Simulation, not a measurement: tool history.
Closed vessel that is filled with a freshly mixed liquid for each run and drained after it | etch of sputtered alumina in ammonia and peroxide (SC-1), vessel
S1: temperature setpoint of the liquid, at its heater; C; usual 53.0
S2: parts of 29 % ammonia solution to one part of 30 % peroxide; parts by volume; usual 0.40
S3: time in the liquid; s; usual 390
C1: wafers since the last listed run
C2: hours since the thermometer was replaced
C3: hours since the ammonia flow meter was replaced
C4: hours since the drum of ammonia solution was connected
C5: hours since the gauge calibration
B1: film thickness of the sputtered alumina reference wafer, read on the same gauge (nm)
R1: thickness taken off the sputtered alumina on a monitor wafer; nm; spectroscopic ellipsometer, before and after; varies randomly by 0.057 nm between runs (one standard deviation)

| run | hour | S1 | S2 | S3 | C1 | C2 | C3 | C4 | C5 | B1 | R1 |
|---|---|---|---|---|---|---|---|---|---|---|---|
| 1 | 0.0 | 53.0 | 0.40 | 390 | 0 | 1045.4 | 814.7 | 626.5 | 1055.5 | 129.99 | 23.17 |
|  | 37.5 | ammonia flow meter replaced |
| 2 | 225.9 | 53.0 | 0.40 | 390 | 20020 | 1271.3 | 188.4 | 852.4 | 1281.4 | 130.00 | 22.91 |
| 3 | 306.6 | 53.0 | 0.40 | 500 | 7183 | 1352.0 | 269.1 | 933.1 | 1362.1 | 129.98 | 29.34 |
| 4 | 522.7 | 53.0 | 0.40 | 390 | 19237 | 1568.1 | 485.2 | 1149.2 | 1578.2 | 130.00 | 22.93 |
|  | 646.5 | new drum of ammonia solution connected |
| 5 | 782.9 | 53.0 | 0.40 | 390 | 23074 | 1828.3 | 745.4 | 136.4 | 1838.4 | 130.03 | 22.74 |
| 6 | 840.4 | 53.0 | 0.40 | 390 | 5118 | 1885.8 | 802.9 | 193.9 | 1895.9 | 130.00 | 22.80 |
|  | 856.3 | thermometer replaced |
| 7 | 876.5 | 56.0 | 0.40 | 390 | 3124 | 20.2 | 839.0 | 230.0 | 1932.0 | 130.02 | 27.54 |
| 8 | 950.1 | 53.0 | 0.40 | 325 | 6551 | 93.8 | 912.6 | 303.6 | 2005.6 | 129.98 | 19.47 |
|  | 1013.0 | ammonia flow meter replaced |
| 9 | 1027.7 | 53.0 | 0.40 | 390 | 6818 | 171.4 | 14.7 | 381.2 | 2083.2 | 130.00 | 23.19 |
| 10 | 1108.2 | 53.0 | 0.40 | 390 | 7166 | 251.9 | 95.2 | 461.7 | 2163.7 | 130.01 | 23.21 |
| 11 | 1194.5 | 53.0 | 0.40 | 390 | 7682 | 338.2 | 181.5 | 548.0 | 2250.0 | 129.98 | 23.21 |
| 12 | 1244.2 | 53.0 | 0.40 | 390 | 4424 | 387.9 | 231.2 | 597.7 | 2299.7 | 130.01 | 23.06 |
|  | 1249.3 | gauge calibrated |
| 13 | 1319.7 | 45.5 | 0.40 | 570 | 6721 | 463.4 | 306.7 | 673.2 | 70.4 | 130.00 | 22.37 |
| 14 | 1379.5 | 53.0 | 0.40 | 390 | 5323 | 523.2 | 366.5 | 733.0 | 130.2 | 130.00 | 23.14 |
| 15 | 1422.9 | 61.0 | 0.40 | 325 | 3863 | 566.6 | 409.9 | 776.4 | 173.6 | 129.99 | 29.29 |
| 16 | 1502.1 | 62.5 | 0.25 | 325 | 7050 | 645.8 | 489.1 | 855.6 | 252.8 | 130.01 | 30.26 |
| 17 | 1577.3 | 50.0 | 0.35 | 225 | 6694 | 721.0 | 564.3 | 930.8 | 328.0 | 129.99 | 11.12 |
| 18 | 1640.1 | 53.0 | 0.45 | 390 | 5590 | 783.8 | 627.1 | 993.6 | 390.8 | 130.00 | 23.38 |
| 19 | 1701.1 | 56.5 | 0.40 | 390 | 5430 | 844.8 | 688.1 | 1054.6 | 451.8 | 129.99 | 27.79 |
|  | 1752.5 | new drum of ammonia solution connected |
| 20 | 1808.1 | 58.5 | 0.25 | 390 | 9436 | 951.8 | 795.1 | 55.6 | 558.8 | 130.01 | 29.61 |
| 21 | 1860.0 | 47.5 | 0.30 | 555 | 4620 | 1003.7 | 847.0 | 107.5 | 610.7 | 130.00 | 23.63 |
|  | 1869.8 | ammonia flow meter replaced |
| 22 | 1956.9 | 59.0 | 0.60 | 185 | 8537 | 1100.6 | 87.1 | 204.4 | 707.6 | 129.99 | 15.50 |
| 23 | 2052.9 | 53.0 | 0.40 | 390 | 8545 | 1196.6 | 183.1 | 300.4 | 803.6 | 130.00 | 22.83 |
| 24 | 2153.5 | 53.0 | 0.40 | 390 | 8955 | 1297.2 | 283.7 | 401.0 | 904.2 | 130.01 | 22.80 |
| 25 | 2253.3 | 47.5 | 0.35 | 285 | 8884 | 1397.0 | 383.5 | 500.8 | 1004.0 | 129.99 | 12.17 |
| 26 | 2342.3 | 48.5 | 0.40 | 390 | 7922 | 1486.0 | 472.5 | 589.8 | 1093.0 | 129.98 | 17.81 |
| 27 | 2413.9 | 45.0 | 0.45 | 285 | 6373 | 1557.6 | 544.1 | 661.4 | 1164.6 | 130.00 | 10.84 |
| 28 | 2462.3 | 59.5 | 0.20 | 495 | 4308 | 1606.0 | 592.5 | 709.8 | 1213.0 | 130.00 | 38.07 |
| 29 | 2511.0 | 53.0 | 0.30 | 330 | 4335 | 1654.7 | 641.2 | 758.5 | 1261.7 | 129.99 | 18.78 |

Some steps in R1, run to run, broken into two amounts with sign: the step expected even without the hidden condition (settings, incoming material, random variation), and the rest, left for the hidden condition together with whatever gauge scatter is not in both the measured and the hidden-condition-free result:
What the log doesn't record here: liquid colder than its thermometer reads (K); ammonia flow above the setpoint (%); ammonia solution weaker than its label (%); gauge reads high (%).
Run 6 -> 7: S1 53.0 -> 56.0, thermometer replaced. R1 +4.74 nm: hidden state +0.64, all else +4.10.
Run 27 -> 28: S1 45.0 -> 59.5, S2 0.45 -> 0.20, S3 285 -> 495. R1 +27.23 nm: hidden state -0.60, all else +27.83.
Run 28 -> 29: S1 59.5 -> 53.0, S2 0.20 -> 0.30, S3 495 -> 330. R1 -19.29 nm: hidden state +0.41, all else -19.70.
